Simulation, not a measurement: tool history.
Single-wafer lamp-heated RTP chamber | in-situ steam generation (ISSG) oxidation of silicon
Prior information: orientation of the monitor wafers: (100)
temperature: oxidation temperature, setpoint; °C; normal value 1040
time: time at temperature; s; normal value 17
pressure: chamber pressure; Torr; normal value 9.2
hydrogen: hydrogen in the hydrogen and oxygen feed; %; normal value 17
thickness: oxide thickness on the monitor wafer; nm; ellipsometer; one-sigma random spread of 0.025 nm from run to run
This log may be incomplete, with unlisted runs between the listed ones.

run	hour	temperature	time	pressure	hydrogen	wafers since the last listed run	wafers since the last pyrometer calibration	hours since the pressure gauge was zeroed	hours since the hydrogen flow controller was replaced	hours since the gauge calibration	read-back reference wafer on the same gauge, thickness	thickness
1	0.0	1040	17	9.2	17	0	2232	2173.5	4870.7	442.7	5.277	5.373
2	60.6	1040	17	9.2	17	556	2789	2234.1	4931.3	503.3	5.281	5.379
3	98.7	1040	17	9.2	17	350	3139	2272.2	4969.4	541.4	5.296	5.444
4	166.7	1040	17	9.2	17	624	3764	2340.2	5037.4	609.4	5.301	5.374
# hour 185.7: pyrometer window cleaned and pyrometer calibrated
5	212.0	1040	17	9.2	17	342	241	2385.5	5082.7	654.7	5.302	5.438
6	316.9	1040	17	9.2	17	963	1205	2490.4	5187.6	759.6	5.316	5.430
7	392.2	1040	17	9.2	17	691	1897	2565.7	5262.9	834.9	5.319	5.438
8	431.5	1040	17	9.2	17	361	2258	2605.0	5302.2	874.2	5.321	5.416
9	475.2	1040	15	9.2	17	401	2659	2648.7	5345.9	917.9	5.325	5.110
10	538.4	1040	17	9.2	17	580	3240	2711.9	5409.1	981.1	5.331	5.465
11	609.9	1040	17	9.2	17	656	3897	2783.4	5480.6	1052.6	5.334	5.473
12	658.1	1040	17	9.2	17	442	4340	2831.6	5528.8	1100.8	5.335	5.425
# hour 686.6: pyrometer window cleaned and pyrometer calibrated
13	746.3	1040	13	7.8	17	736	548	2919.8	5617.0	1189.0	5.351	4.838
14	851.7	1055	21	10.2	20	968	1516	3025.2	5722.4	1294.4	5.337	6.736
15	954.8	1040	17	9.2	24	947	2464	3128.3	5825.5	1397.5	5.348	5.902
# hour 997.0: pressure gauge zeroed
# hour 1050.8: hydrogen flow controller replaced
16	1053.3	1027	12	9.8	13	757	3221	56.3	2.5	1496.0	5.350	4.044
17	1123.9	1040	17	8.5	17	648	3870	126.9	73.1	1566.6	5.358	5.506
# hour 1164.8: pyrometer window cleaned and pyrometer calibrated
18	1194.0	1040	15	9.2	11	570	268	197.0	143.2	1636.7	5.352	4.684
# hour 1233.7: gauge calibrated
19	1298.3	1040	17	9.2	17	958	1226	301.3	247.5	64.6	5.206	5.309
20	1351.8	1040	17	9.2	17	491	1718	354.8	301.0	118.1	5.218	5.323
21	1404.0	1040	17	9.2	17	479	2197	407.0	353.2	170.3	5.229	5.369
22	1457.5	1022	14	9.2	23	491	2689	460.5	406.7	223.8	5.244	4.783
23	1524.2	1040	17	9.2	17	612	3302	527.2	473.4	290.5	5.262	5.380
# hour 1585.0: pyrometer window cleaned and pyrometer calibrated
24	1598.2	1040	17	9.2	17	606	121	601.2	547.4	364.5	5.267	5.363
25	1677.4	1057	17	10.2	26	727	848	680.4	626.6	443.7	5.278	6.356

Predict each of these 4 candidate next runs independently; none follows another, all start after run 25:
A	1677.9	1057	17	9.2	17	4	853	680.9	627.1	444.2	?	?
B	1677.9	1040	17	9.2	11	4	853	680.9	627.1	444.2	?	?
C	1677.9	1048	17	8.3	17	4	853	680.9	627.1	444.2	?	?
D	1677.9	1040	17	8.0	17	4	853	680.9	627.1	444.2	?	?

run	read-back reference wafer on the same gauge, thickness	thickness
A	5.262	5.903
B	5.262	4.918
C	5.262	5.666
D	5.262	5.443
Without the tool's hidden state the same runs would have given:
run	thickness
A	5.817
B	4.847
C	5.584
D	5.364
